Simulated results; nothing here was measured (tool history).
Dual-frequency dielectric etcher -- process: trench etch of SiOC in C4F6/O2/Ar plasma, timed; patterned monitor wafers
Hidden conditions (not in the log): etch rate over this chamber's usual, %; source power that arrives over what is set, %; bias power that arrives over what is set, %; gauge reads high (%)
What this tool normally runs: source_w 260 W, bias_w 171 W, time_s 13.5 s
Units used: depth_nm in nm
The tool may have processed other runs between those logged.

run	hour	source_w	bias_w	time_s	wafers since the last listed run	hours since the last wet clean	hours since the last source power generator calibration	hours since the last bias power generator calibration	hours since the last upper electrode change	hours since the gauge calibration	read-back reference wafer on the same gauge, depth_nm	depth_nm
1	0	240	171	11	0	412.8	2974.2	3417.9	4688.9	101.6	22.58	19.54
2	10.5	260	171	13.5	157	423.3	2984.7	3428.4	4699.4	112.1	22.6	24.83
3	22.7	260	171	13.5	183	435.5	2996.9	3440.6	4711.6	124.3	22.59	24.85
4	31.4	260	171	13.5	130	444.2	3005.6	3449.3	4720.3	133	22.6	24.77
5	41.6	260	171	13.5	153	454.4	3015.8	3459.5	4730.5	143.2	22.59	24.72
6	85.2	260	171	13.5	654	498	3059.4	3503.1	4774.1	186.8	22.58	24.79
7	97.9	260	171	13.5	190	510.7	3072.1	3515.8	4786.8	199.5	22.6	25.07
8	113.2	230	171	13.5	229	526	3087.4	3531.1	4802.1	214.8	22.61	23.6
9	130.6	230	171	13.5	261	543.4	3104.8	3548.5	4819.5	232.2	22.61	23.58
10	139.1	230	171	13.5	127	551.9	3113.3	3557	4828	240.7	22.65	23.67
# hour 144.2: source power generator calibrated
11	153.9	260	171	13.5	162	566.7	9.7	3571.8	4842.8	255.5	22.55	25.11
12	165.5	260	171	13.5	174	578.3	21.3	3583.4	4854.4	267.1	22.58	25.12
13	177.2	260	171	14.5	175	590	33	3595.1	4866.1	278.8	22.6	26.96
14	192.4	260	150	10.5	228	605.2	48.2	3610.3	4881.3	294	22.57	18.93
15	206	260	140	13.5	204	618.8	61.8	3623.9	4894.9	307.6	22.58	24
# hour 223.5: gauge calibrated
# hour 233.8: wet clean of the chamber
16	234.3	280	136	16.5	64	0.5	90.1	3652.2	4923.2	10.8	22.59	28.66
17	234.7	260	171	13.5	6	0.9	90.5	3652.6	4923.6	11.2	22.6	24.01
18	242.7	280	136	16.5	120	8.9	98.5	3660.6	4931.6	19.2	22.6	28.85
19	257.1	260	171	13.5	216	23.3	112.9	3675	4946	33.6	22.6	24.17
20	268.4	260	171	11.5	169	34.6	124.2	3686.3	4957.3	44.9	22.59	20.6
# hour 295.5: upper electrode replaced
21	296	260	205	17.5	54	62.2	151.8	3713.9	0.5	72.5	22.59	32.67
22	298.1	260	171	14.5	31	64.3	153.9	3716	2.6	74.6	22.64	26.04
# hour 307.4: bias power generator calibrated
23	310.2	310	143	13.5	121	76.4	166	2.8	14.7	86.7	22.61	25.06
24	321.3	260	171	13.5	166	87.5	177.1	13.9	25.8	97.8	22.59	24.08
25	336	260	145	12	220	102.2	191.8	28.6	40.5	112.5	22.58	20.7
26	349.2	260	192	13.5	198	115.4	205	41.8	53.7	125.7	22.6	24.99
27	361.9	310	143	13.5	190	128.1	217.7	54.5	66.4	138.4	22.6	25.34
28	369.5	260	171	13.5	114	135.7	225.3	62.1	74	146	22.6	24.27
29	406.1	220	184	13.5	549	172.3	261.9	98.7	110.6	182.6	22.58	22.95

Across each entry between runs, compare the hidden state at the last listed run before it with the hidden state at the first listed run after it:
Logged between run 10 and run 11: source power generator calibrated (hour 144.2)
  etch rate over this chamber's usual, %: 4.02 -> 4.13
  the result without the hidden state subtracted from the measured one, depth_nm: +0.91 -> +1 nm
Logged between run 15 and run 16: gauge calibrated (hour 223.5); wet clean of the chamber (hour 233.8)
  etch rate over this chamber's usual, %: 4.48 -> 0.105
  the result without the hidden state subtracted from the measured one, depth_nm: +1.03 -> +0.03 nm
Logged between run 20 and run 21: upper electrode replaced (hour 295.5)
  etch rate over this chamber's usual, %: 0.338 -> 0.527
  the result without the hidden state subtracted from the measured one, depth_nm: +0.07 -> +0.17 nm
Logged between run 22 and run 23: bias power generator calibrated (hour 307.4)
  etch rate over this chamber's usual, %: 0.541 -> 0.624
  the result without the hidden state subtracted from the measured one, depth_nm: +0.14 -> +0.16 nm
